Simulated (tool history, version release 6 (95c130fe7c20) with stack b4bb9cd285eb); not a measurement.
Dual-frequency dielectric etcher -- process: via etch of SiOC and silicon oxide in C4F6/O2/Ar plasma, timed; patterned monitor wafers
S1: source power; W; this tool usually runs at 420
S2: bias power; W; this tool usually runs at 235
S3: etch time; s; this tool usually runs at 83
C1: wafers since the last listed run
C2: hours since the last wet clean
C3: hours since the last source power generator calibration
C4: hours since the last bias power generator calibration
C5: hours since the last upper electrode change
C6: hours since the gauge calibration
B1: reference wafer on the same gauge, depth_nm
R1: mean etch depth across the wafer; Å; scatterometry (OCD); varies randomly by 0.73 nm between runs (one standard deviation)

run   hour   S1   S2     S3   C1     C2      C3      C4      C5     C6     B1    R1
  1      0  420  235     83    0  229.7  4711.2  4720.6  5874.8    261  128.1  1140
  2   16.7  420  235     83  247  246.4  4727.9  4737.3  5891.5  277.7  128.4  1141
  3   28.3  350  235     83  171    258  4739.5  4748.9  5903.1  289.3  128.1  1079
  4   34.6  350  235     83   93  264.3  4745.8  4755.2  5909.4  295.6  127.9  1073
  5     44  420  235     83  139  273.7  4755.2  4764.6  5918.8    305  127.8  1137
  6   88.9  420  235     83  665  318.6  4800.1  4809.5  5963.7  349.9  127.7  1112
  7  104.2  420  235     83  226  333.9  4815.4  4824.8    5979  365.2  127.8  1131
  8  111.7  420  235     83  111  341.4  4822.9  4832.3  5986.5  372.7  128.2  1130
     114.4  -- gauge calibrated
  9  128.2  500  235     83  244  357.9  4839.4  4848.8    6003   13.8  127.8  1174
 10  143.9  500  235     83  232  373.6  4855.1  4864.5  6018.7   29.5  128.2  1166
 11  151.7  420  235     83  115  381.4  4862.9  4872.3  6026.5   37.3  127.7  1119
 12  159.2  420  235   69.5  111  388.9  4870.4  4879.8    6034   44.8  128.1   939
 13  166.2  420  235   69.5  103  395.9  4877.4  4886.8    6041   51.8  128.2   934
     177.3  -- source power generator calibrated
 14  177.9  420  235   69.5  114  407.6     0.6  4898.5  6052.7   63.5  127.6   925
     207.5  -- bias power generator calibrated
     208.2  -- upper electrode replaced, of another model than before
 15  208.7  500  235   61.5  386  438.4    31.4     1.2     0.5   94.3  128.1   837
 16  209.1  420  235     83    5  438.8    31.8     1.6     0.9   94.7  128.4  1097
 17  209.4  460  184   70.5    4  439.1    32.1     1.9     1.2     95  127.7   913
 18  220.7  370  290     83  167  450.4    43.4    13.2    12.5  106.3  127.9  1140
 19  237.8  460  287   61.5  253  467.5    60.5    30.3    29.6  123.4  128.2   867
     265.6  -- wet clean of the chamber
 20  266.1  420  235  101.5   63    0.5    88.8    58.6    57.9  151.7    128  1421
 21  266.4  420  250   76.5    4    0.8    89.1    58.9    58.2    152  127.8  1088
 22  277.1  420  235     83  158   11.5    99.8    69.6    68.9  162.7  127.8  1152
 23  284.5  420  235     72  109   18.9   107.2      77    76.3  170.1  127.6  1007
 24  293.5  370  260   65.5  133   27.9   116.2      86    85.3  179.1  128.1   905
 25  302.7  420  235     60  136   37.1   125.4    95.2    94.5  188.3  128.3   834
 26  313.9  480  235  102.5  165   48.3   136.6   106.4   105.7  199.5  127.8  1439
 27    325  360  286   96.5  164   59.4   147.7   117.5   116.8  210.6  127.8  1336
 28  334.4  420  235     83  139   68.8   157.1   126.9   126.2    220  128.1  1145
 29  343.8  420  235   69.5  139   78.2   166.5   136.3   135.6  229.4    128   950

Predict each of these 3 candidate next runs independently; none follows another, all start after run 29:
  A  344.2  420  268   83   5  78.6  166.9  136.7  136  229.8   ?   ?
  B  344.2  420  235  100   5  78.6  166.9  136.7  136  229.8   ?   ?
  C  344.2  330  262  100   5  78.6  166.9  136.7  136  229.8   ?   ?

run     B1    R1
  A  128.1  1175
  B  128.1  1378
  C  128.1  1359
With no hidden state in the tool, these same runs would have given:
run    R1
  A  1185
  B  1391
  C  1371
